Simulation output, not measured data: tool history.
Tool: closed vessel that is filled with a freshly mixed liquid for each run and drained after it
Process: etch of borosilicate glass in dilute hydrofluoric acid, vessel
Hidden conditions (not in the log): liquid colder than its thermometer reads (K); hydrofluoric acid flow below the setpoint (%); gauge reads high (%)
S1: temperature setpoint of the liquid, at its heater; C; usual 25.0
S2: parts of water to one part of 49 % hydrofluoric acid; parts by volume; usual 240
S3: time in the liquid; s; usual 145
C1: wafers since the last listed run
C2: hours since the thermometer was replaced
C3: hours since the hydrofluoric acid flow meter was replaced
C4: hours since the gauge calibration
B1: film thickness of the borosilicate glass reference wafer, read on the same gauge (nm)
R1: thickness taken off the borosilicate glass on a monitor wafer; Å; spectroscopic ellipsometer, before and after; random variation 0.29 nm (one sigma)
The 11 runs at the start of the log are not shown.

run    hour    S1   S2   S3     C1     C2      C3      C4     B1     R1
      757.3  -- gauge calibrated
 12   767.9  25.0  240  145   5022  564.2  1211.1    10.6  80.02  296.9
 13   804.7  21.5  240  145   3795  601.0  1247.9    47.4  80.05  256.1
 14   851.7  21.5  240  145   4847  648.0  1294.9    94.4  80.00  255.4
 15   914.8  21.5  240  145   6508  711.1  1358.0   157.5  80.03  257.8
 16   971.6  25.0  165  145   5858  767.9  1414.8   214.3  80.01  462.1
 17  1009.9  25.0  240  215   3950  806.2  1453.1   252.6  79.99  428.0
 18  1082.9  25.0  205  215   7529  879.2  1526.1   325.6  80.00  526.6
     1182.6  -- thermometer replaced
 19  1188.3  25.0  240  200  10767    5.7  1631.5   431.0  79.99  407.0
 20  1225.8  25.0  240  145   3867   43.2  1669.0   468.5  79.99  296.9
 21  1335.5  21.5  240  145  11314  152.9  1778.7   578.2  80.02  257.2
 22  1401.6  23.5  325   85   6817  219.0  1844.8   644.3  79.99  111.6
 23  1445.6  25.0  160  200   4538  263.0  1888.8   688.3  80.04  669.0
 24  1489.6  25.0  300  100   4538  307.0  1932.8   732.3  80.01  150.8
 25  1555.3  29.5  335  215   6776  372.7  1998.5   798.0  79.99  323.7
     1581.2  -- hydrofluoric acid flow meter replaced
 26  1605.1  27.0  140  200   5033  422.5    23.9   847.8  79.99  888.5
 27  1694.6  25.0  240  145   9230  512.0   113.4   937.3  80.04  309.3
 28  1775.5  30.0  355  110   8343  592.9   194.3  1018.2  80.00  165.9
 29  1874.1  22.0  240  190  10169  691.5   292.9  1116.8  79.97  364.7
 30  1971.3  25.0  240  145  10025  788.7   390.1  1214.0  79.97  305.2
 31  2056.8  23.0  315  120   8818  874.2   475.6  1299.5  79.98  164.3
 32  2135.5  23.0  345  125   8117  952.9   554.3  1378.2  80.04  151.6

5 options for the next run, each taken on its own from the tool as it stands now. Forecast them:
  A  2136.2  25.0  240  145  72  953.6  555.0  1378.9   ?   ?
  B  2136.2  27.5  320   85  72  953.6  555.0  1378.9   ?   ?
  C  2136.2  27.0  195  225  72  953.6  555.0  1378.9   ?   ?
  D  2136.2  25.0  335  145  72  953.6  555.0  1378.9   ?   ?
  E  2136.2  27.5  320  145  72  953.6  555.0  1378.9   ?   ?

run     B1     R1
  A  80.01  299.3
  B  80.01  132.1
  C  80.01  645.2
  D  80.01  195.0
  E  80.01  225.3
With the hidden condition removed and each run's random variation left untouched, the same runs would have given:
run     R1
  A  317.8
  B  140.0
  C  685.1
  D  206.9
  E  238.9
